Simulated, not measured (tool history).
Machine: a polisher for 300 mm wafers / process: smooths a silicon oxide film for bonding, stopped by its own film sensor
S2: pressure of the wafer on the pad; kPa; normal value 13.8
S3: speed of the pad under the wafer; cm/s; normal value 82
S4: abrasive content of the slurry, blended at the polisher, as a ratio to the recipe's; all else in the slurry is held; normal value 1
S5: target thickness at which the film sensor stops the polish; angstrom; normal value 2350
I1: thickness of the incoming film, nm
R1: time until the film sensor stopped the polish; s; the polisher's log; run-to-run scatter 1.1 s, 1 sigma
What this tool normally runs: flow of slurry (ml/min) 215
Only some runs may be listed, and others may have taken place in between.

run 1 hour=0 | flow_of_slurry_(ml/min)=215 S2=13.8 S3=82 S4=1 S5=2350 | I1=288.7 | R1=81
-- hour=63.8 slurry blender recalibrated
run 2 hour=72.1 | flow_of_slurry_(ml/min)=215 S2=13.8 S3=82 S4=1 S5=2350 | I1=288.9 | R1=81.2
run 3 hour=140.3 | flow_of_slurry_(ml/min)=215 S2=13.8 S3=82 S4=1 S5=2350 | I1=295.1 | R1=91.6
-- hour=215.7 head pressure recalibrated
run 4 hour=240.7 | flow_of_slurry_(ml/min)=215 S2=13.8 S3=82 S4=1 S5=2350 | I1=290.2 | R1=85.2
-- hour=284.8 worn pad replaced by a new one
run 5 hour=285.3 | flow_of_slurry_(ml/min)=215 S2=13.8 S3=82 S4=1 S5=2350 | I1=293 | R1=88.7
run 6 hour=322.2 | flow_of_slurry_(ml/min)=265 S2=13.8 S3=82 S4=1 S5=2350 | I1=294.3 | R1=88.4
run 7 hour=375.7 | flow_of_slurry_(ml/min)=215 S2=13.8 S3=82 S4=1 S5=2350 | I1=290.3 | R1=82.4
-- hour=443.1 slurry nozzle cleaned
run 8 hour=452.1 | flow_of_slurry_(ml/min)=215 S2=13.8 S3=82 S4=1 S5=2350 | I1=288 | R1=80.5
run 9 hour=513.4 | flow_of_slurry_(ml/min)=215 S2=13.8 S3=82 S4=1 S5=2350 | I1=295.1 | R1=93.6
run 10 hour=559.8 | flow_of_slurry_(ml/min)=155 S2=13.8 S3=82 S4=1 S5=2350 | I1=292 | R1=92.9
run 11 hour=639.5 | flow_of_slurry_(ml/min)=215 S2=13.8 S3=56 S4=1 S5=2350 | I1=286.6 | R1=103.7
run 12 hour=702.9 | flow_of_slurry_(ml/min)=215 S2=10.3 S3=82 S4=1 S5=2220 | I1=289.7 | R1=136.2
-- hour=713.1 slurry blender recalibrated
run 13 hour=757.7 | flow_of_slurry_(ml/min)=215 S2=13.8 S3=82 S4=1 S5=2350 | I1=284.7 | R1=73.8
run 14 hour=813.1 | flow_of_slurry_(ml/min)=265 S2=13.8 S3=74 S4=0.8 S5=2350 | I1=285.6 | R1=89.2
run 15 hour=876.7 | flow_of_slurry_(ml/min)=215 S2=9.7 S3=82 S4=1 S5=2260 | I1=294.5 | R1=145.6
-- hour=887 worn pad replaced by a new one
-- hour=929 head pressure recalibrated
run 16 hour=937.8 | flow_of_slurry_(ml/min)=250 S2=16.5 S3=82 S4=1 S5=2480 | I1=287.8 | R1=50.3
-- hour=1006.6 slurry nozzle cleaned
run 17 hour=1044.3 | flow_of_slurry_(ml/min)=215 S2=13.8 S3=82 S4=1 S5=2460 | I1=288.8 | R1=65.9
run 18 hour=1125.5 | flow_of_slurry_(ml/min)=215 S2=13.8 S3=82 S4=1 S5=2350 | I1=288.5 | R1=81.8
run 19 hour=1207.5 | flow_of_slurry_(ml/min)=215 S2=13.8 S3=82 S4=1.3 S5=2180 | I1=293.1 | R1=107.3
-- hour=1243.4 slurry blender recalibrated
run 20 hour=1424.1 | flow_of_slurry_(ml/min)=215 S2=13.8 S3=82 S4=1 S5=2350 | I1=283.6 | R1=74.6
-- hour=1431.3 worn pad replaced by a new one
run 21 hour=1489.8 | flow_of_slurry_(ml/min)=215 S2=13.8 S3=82 S4=0.75 S5=2530 | I1=289.4 | R1=61.5
-- hour=1512.1 head pressure recalibrated
run 22 hour=1564.6 | flow_of_slurry_(ml/min)=215 S2=13.8 S3=82 S4=1 S5=2350 | I1=291.8 | R1=85.4
-- hour=1657.9 slurry nozzle cleaned
-- hour=1741.5 slurry blender recalibrated
run 23 hour=1744.6 | flow_of_slurry_(ml/min)=215 S2=13.8 S3=60 S4=1 S5=2530 | I1=291.2 | R1=73.9
run 24 hour=1831.1 | flow_of_slurry_(ml/min)=215 S2=13.8 S3=82 S4=1 S5=2350 | I1=290.2 | R1=84.6
run 25 hour=1915 | flow_of_slurry_(ml/min)=190 S2=13.8 S3=82 S4=0.8 S5=2180 | I1=289.1 | R1=120
run 26 hour=1994.2 | flow_of_slurry_(ml/min)=215 S2=13.8 S3=82 S4=1 S5=2350 | I1=288.7 | R1=83.2
-- hour=2015.7 worn pad replaced by a new one
run 27 hour=2099 | flow_of_slurry_(ml/min)=215 S2=13.8 S3=82 S4=0.7 S5=2350 | I1=290.2 | R1=95.4
run 28 hour=2161.3 | flow_of_slurry_(ml/min)=215 S2=13.8 S3=82 S4=1 S5=2350 | I1=289.8 | R1=83.1
-- hour=2224.9 head pressure recalibrated
run 29 hour=2240.4 | flow_of_slurry_(ml/min)=215 S2=13.8 S3=62 S4=1.3 S5=2210 | I1=285.5 | R1=111.6

What if the next run were any one of these 5? Each begins from the tool's condition after run 29:
run A hour=2240.9 | flow_of_slurry_(ml/min)=215 S2=13.8 S3=102 S4=1 S5=2350 | I1=286.4 | R1=?
run B hour=2240.9 | flow_of_slurry_(ml/min)=270 S2=11.7 S3=82 S4=1 S5=2350 | I1=286.4 | R1=?
run C hour=2240.9 | flow_of_slurry_(ml/min)=215 S2=17.2 S3=82 S4=0.9 S5=2350 | I1=286.4 | R1=?
run D hour=2240.9 | flow_of_slurry_(ml/min)=215 S2=17.2 S3=82 S4=1.25 S5=2400 | I1=286.4 | R1=?
run E hour=2240.9 | flow_of_slurry_(ml/min)=215 S2=13.8 S3=82 S4=1.15 S5=2250 | I1=286.4 | R1=?

run=A R1=67.5
run=B R1=91
run=C R1=67.2
run=D R1=54.3
run=E R1=91.4
Stripped of hidden state, with their random variation kept, the same runs would have yielded:
run=A R1=67.5
run=B R1=91
run=C R1=67.2
run=D R1=54.3
run=E R1=91.4

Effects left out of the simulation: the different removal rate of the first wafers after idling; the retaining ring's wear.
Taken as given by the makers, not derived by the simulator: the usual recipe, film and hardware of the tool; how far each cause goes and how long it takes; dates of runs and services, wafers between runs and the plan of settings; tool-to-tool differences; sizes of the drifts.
